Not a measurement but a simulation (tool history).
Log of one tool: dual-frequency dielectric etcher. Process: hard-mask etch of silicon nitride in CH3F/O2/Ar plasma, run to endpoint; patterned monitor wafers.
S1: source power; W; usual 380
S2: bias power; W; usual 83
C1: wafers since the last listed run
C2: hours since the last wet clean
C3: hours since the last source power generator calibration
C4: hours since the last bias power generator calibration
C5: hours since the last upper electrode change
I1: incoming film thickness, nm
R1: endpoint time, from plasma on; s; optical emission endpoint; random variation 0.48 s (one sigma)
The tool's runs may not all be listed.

run	hour	S1	S2	C1	C2	C3	C4	C5	I1	R1
1	0	380	83	0	254.9	4568.4	4845.8	1749	52	64.2
2	31.4	380	83	388	286.3	4599.8	4877.2	1780.4	51.6	64.2
3	132.7	380	92	1252	387.6	4701.1	4978.5	1881.7	52.1	61.7
4	158.5	410	98	319	413.4	4726.9	5004.3	1907.5	52.2	57.4
5	177	410	98	228	431.9	4745.4	5022.8	1926	51.6	56.9
# hour 212.2: wet clean of the chamber
6	212.7	410	98	144	0.5	4781.1	5058.5	1961.7	52.3	60.6
# hour 225.4: source power generator calibrated
7	225.9	380	83	113	13.7	0.5	5071.7	1974.9	52.4	68.2
8	246	380	83	248	33.8	20.6	5091.8	1995	52.3	67.8
9	259.5	410	70	166	47.3	34.1	5105.3	2008.5	51.9	69.9
10	283.5	380	83	296	71.3	58.1	5129.3	2032.5	52.1	67.3
11	308.5	330	65	309	96.3	83.1	5154.3	2057.5	51.9	80.3
# hour 330.6: bias power generator calibrated
# hour 336.2: upper electrode replaced, of another model than before
12	336.7	330	74	229	124.5	111.3	6.1	0.5	52	74.3
13	360	380	66	288	147.8	134.6	29.4	23.8	52.4	78.4
14	392.3	380	73	399	180.1	166.9	61.7	56.1	51.6	71.7
15	407.5	310	93	187	195.3	182.1	76.9	71.3	51.9	64.1
16	439.1	380	75	390	226.9	213.7	108.5	102.9	52.7	71.8
17	473.1	380	83	420	260.9	247.7	142.5	136.9	52.2	65.6
18	505.3	350	64	398	293.1	279.9	174.7	169.1	51.9	80.7
19	528.3	440	70	284	316.1	302.9	197.7	192.1	51.7	70.4

3 ways to go on from here, each from the tool as it stands after run 19. What would each give?
A	528.7	470	83	4	316.5	303.3	198.1	192.5	51.8	?
B	528.7	410	96	4	316.5	303.3	198.1	192.5	51.8	?
C	528.7	420	66	4	316.5	303.3	198.1	192.5	51.8	?

run	R1
A	61.6
B	57.9
C	75.4
Without the tool's hidden state the same runs would have given:
run	R1
A	63.7
B	59.8
C	77.9
